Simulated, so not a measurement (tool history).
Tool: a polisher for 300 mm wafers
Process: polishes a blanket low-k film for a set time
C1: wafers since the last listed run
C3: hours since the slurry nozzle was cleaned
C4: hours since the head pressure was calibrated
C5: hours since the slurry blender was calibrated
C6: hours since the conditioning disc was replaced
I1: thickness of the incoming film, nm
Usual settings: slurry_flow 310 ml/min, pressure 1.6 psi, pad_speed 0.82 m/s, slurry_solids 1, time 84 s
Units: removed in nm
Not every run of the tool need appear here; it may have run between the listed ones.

Run 1, day 0: usual settings but pad_speed 0.66 m/s; C1 0; wafers polished on this pad 1308; C3 755.8; C4 476.9; C5 89; C6 338.2; I1 607. Result: removed 20 nm.
At day 1.271: worn pad replaced by a new one.
Run 2, day 1.292: usual settings but pad_speed 1.02 m/s; C1 153; wafers polished on this pad 2; C3 786.8; C4 507.9; C5 120; C6 369.2; I1 594. Result: removed 27.2 nm.
At day 2.1: slurry blender recalibrated.
Run 3, day 2.121: usual settings but pad_speed 1.02 m/s; C1 101; wafers polished on this pad 104; C3 806.7; C4 527.8; C5 0.5; C6 389.1; I1 591.9. Result: removed 27.3 nm.
Run 4, day 4.879: usual settings but pad_speed 1.02 m/s; C1 376; wafers polished on this pad 481; C3 872.9; C4 594; C5 66.7; C6 455.3; I1 589.3. Result: removed 27.3 nm.
Run 5, day 6.292: usual settings but time 94 s; C1 192; wafers polished on this pad 674; C3 906.8; C4 627.9; C5 100.6; C6 489.2; I1 601.8. Result: removed 25.8 nm.
Run 6, day 7.146: usual settings but time 94 s; C1 116; wafers polished on this pad 790; C3 927.3; C4 648.4; C5 121.1; C6 509.7; I1 599.3. Result: removed 26.2 nm.
At day 8.417: slurry blender recalibrated.
Run 7, day 8.433: usual settings but time 94 s; C1 164; wafers polished on this pad 955; C3 958.2; C4 679.3; C5 0.4; C6 540.6; I1 606.6. Result: removed 26.2 nm.
Run 8, day 9.517: usual settings; C1 147; wafers polished on this pad 1103; C3 984.2; C4 705.3; C5 26.4; C6 566.6; I1 606.4. Result: removed 23.1 nm.
At day 9.854: slurry nozzle cleaned.
At day 10.45: conditioning disc replaced and pad reconditioned.
Run 9, day 11.008: usual settings; C1 186; wafers polished on this pad 1289; C3 27.7; C4 741.1; C5 62.2; C6 13.4; I1 594.3. Result: removed 22.6 nm.
At day 11.808: worn pad replaced by a new one.
Run 10, day 11.888: usual settings; C1 97; wafers polished on this pad 11; C3 48.8; C4 762.2; C5 83.3; C6 34.5; I1 599.4. Result: removed 22.5 nm.
Run 11, day 12.596: usual settings but time 73 s; C1 96; wafers polished on this pad 107; C3 65.8; C4 779.2; C5 100.3; C6 51.5; I1 606.5. Result: removed 19.8 nm.
At day 13.717: slurry blender recalibrated.
Run 12, day 13.833: usual settings but slurry_flow 210 ml/min, pad_speed 0.62 m/s, slurry_solids 0.9; C1 157; wafers polished on this pad 265; C3 95.5; C4 808.9; C5 2.8; C6 81.2; I1 595.9. Result: removed 17.1 nm.
At day 14.792: slurry nozzle cleaned, repeated, since the last time left the tool worse.
Run 13, day 15.146: usual settings but slurry_flow 395 ml/min, time 57 s; C1 173; wafers polished on this pad 438; C3 8.5; C4 840.4; C5 34.3; C6 112.7; I1 598.6. Result: removed 16.3 nm.
At day 16.075: head pressure recalibrated.
Run 14, day 16.283: usual settings but pad_speed 1.02 m/s; C1 143; wafers polished on this pad 582; C3 35.8; C4 5; C5 61.6; C6 140; I1 587. Result: removed 27.6 nm.
Run 15, day 17.754: usual settings; C1 200; wafers polished on this pad 783; C3 71.1; C4 40.3; C5 96.9; C6 175.3; I1 600.6. Result: removed 23.7 nm.
At day 18.875: slurry blender recalibrated.
Run 16, day 20.046: usual settings but time 58 s; C1 301; wafers polished on this pad 1085; C3 126.1; C4 95.3; C5 28.1; C6 230.3; I1 600.2. Result: removed 16.4 nm.
At day 21.408: worn pad replaced by a new one.
Run 17, day 21.483: usual settings; C1 173; wafers polished on this pad 10; C3 160.6; C4 129.8; C5 62.6; C6 264.8; I1 594.6. Result: removed 23.6 nm.
Run 18, day 22.071: usual settings but pressure 1.4 psi; C1 80; wafers polished on this pad 90; C3 174.7; C4 143.9; C5 76.7; C6 278.9; I1 597.1. Result: removed 21.5 nm.
Run 19, day 23.388: usual settings but slurry_flow 210 ml/min, time 107 s; C1 179; wafers polished on this pad 270; C3 206.3; C4 175.5; C5 108.3; C6 310.5; I1 602.6. Result: removed 28.9 nm.
At day 24.071: slurry blender recalibrated.
Run 20, day 24.325: usual settings; C1 116; wafers polished on this pad 386; C3 228.8; C4 198; C5 6.1; C6 333; I1 598. Result: removed 23.6 nm.
Run 21, day 25.529: usual settings but slurry_flow 340 ml/min, slurry_solids 1.25; C1 164; wafers polished on this pad 551; C3 257.7; C4 226.9; C5 35; C6 361.9; I1 603.4. Result: removed 25.6 nm.
Run 22, day 27.004: usual settings but pressure 1.8 psi; C1 201; wafers polished on this pad 752; C3 293.1; C4 262.3; C5 70.4; C6 397.3; I1 597.5. Result: removed 25.1 nm.
Run 23, day 27.629: usual settings but pad_speed 0.64 m/s, time 63 s; C1 85; wafers polished on this pad 837; C3 308.1; C4 277.3; C5 85.4; C6 412.3; I1 601.8. Result: removed 14.9 nm.

Alternative continuations, all from the tool just after run 23; predict every row:
Run A, day 27.646: usual settings; C1 2; wafers polished on this pad 840; C3 308.5; C4 277.7; C5 85.8; C6 412.7; I1 604.6. Result: removed ?.
Run B, day 27.646: usual settings but pad_speed 0.7 m/s; C1 2; wafers polished on this pad 840; C3 308.5; C4 277.7; C5 85.8; C6 412.7; I1 604.6. Result: removed ?.
Run C, day 27.646: usual settings but time 107 s; C1 2; wafers polished on this pad 840; C3 308.5; C4 277.7; C5 85.8; C6 412.7; I1 604.6. Result: removed ?.
Run D, day 27.646: usual settings but pad_speed 0.64 m/s; C1 2; wafers polished on this pad 840; C3 308.5; C4 277.7; C5 85.8; C6 412.7; I1 604.6. Result: removed ?.

run  removed
  A     23.3
  B     20.9
  C     29.7
  D     19.7
Had the tool no hidden state, the same runs would have come out as:
run  removed
  A     23.8
  B     21.3
  C     30.3
  D     20.1

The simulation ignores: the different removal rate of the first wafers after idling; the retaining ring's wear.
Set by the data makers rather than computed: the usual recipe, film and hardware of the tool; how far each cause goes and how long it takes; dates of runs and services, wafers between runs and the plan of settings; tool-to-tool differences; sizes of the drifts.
